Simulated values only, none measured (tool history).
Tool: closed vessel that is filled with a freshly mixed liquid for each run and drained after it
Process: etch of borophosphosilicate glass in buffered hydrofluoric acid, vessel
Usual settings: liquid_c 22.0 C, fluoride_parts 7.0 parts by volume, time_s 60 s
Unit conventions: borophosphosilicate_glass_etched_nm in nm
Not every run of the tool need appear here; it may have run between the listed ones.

run,hour,liquid_c,fluoride_parts,time_s,"read-back film thickness of the borophosphosilicate glass reference wafer, read on the same gauge (nm)",borophosphosilicate_glass_etched_nm
1,0.0,22.0,7.0,60,80.00,179.39
2,17.8,22.0,7.0,60,79.99,180.03
3,28.1,22.0,6.0,60,80.01,206.20
4,39.1,22.0,7.0,60,80.00,180.77
5,51.8,22.0,7.0,60,80.00,182.66
6,64.5,25.0,7.0,60,79.98,211.55
7,73.6,25.0,7.0,60,80.02,212.88
8,84.1,25.0,7.0,60,79.98,214.72
9,100.8,22.0,7.0,60,80.02,184.10
10,133.5,22.0,7.0,60,80.00,183.79
11,141.2,22.0,7.0,60,80.01,159.69
12,156.8,22.0,8.0,80,79.98,185.11
13,207.4,24.5,8.0,60,80.02,159.74
14,220.1,22.0,7.0,60,80.01,160.35
15,237.2,26.0,7.0,30,80.00,99.45
16,254.6,22.0,7.0,60,79.99,162.02
17,285.4,23.5,7.0,60,79.98,176.11
18,298.4,22.0,9.5,85,80.00,168.08
19,316.4,20.5,7.0,90,80.00,225.44
20,325.8,22.0,7.0,60,80.01,163.05
21,342.5,26.5,7.0,60,79.98,206.58
22,353.7,18.5,8.5,30,80.00,54.70
23,370.6,18.5,7.0,60,80.00,136.09
24,380.3,26.0,9.5,60,80.01,149.27

Taken out of this log: 4 entries between the listed runs. Where each belongs, and how the hidden state differs across it:
From run 10 to run 11: thermometer replaced (hour 137.9)
  liquid hotter than its thermometer reads (K): 2.76 -> 0.155
  the result without the hidden state subtracted from the measured one, borophosphosilicate_glass_etched_nm: +25.42 -> +1.29 nm
From run 11 to run 12: gauge calibrated (hour 142.1)
  liquid hotter than its thermometer reads (K): 0.155 -> 0.196
  the result without the hidden state subtracted from the measured one, borophosphosilicate_glass_etched_nm: +1.29 -> +2.00 nm
From run 13 to run 14: hydrofluoric acid flow meter replaced (hour 211.2)
  liquid hotter than its thermometer reads (K): 0.332 -> 0.366
  the result without the hidden state subtracted from the measured one, borophosphosilicate_glass_etched_nm: +2.80 -> +3.19 nm
From run 23 to run 24: gauge calibrated (hour 377.7)
  liquid hotter than its thermometer reads (K): 0.769 -> 0.795
  the result without the hidden state subtracted from the measured one, borophosphosilicate_glass_etched_nm: +5.68 -> +6.13 nm
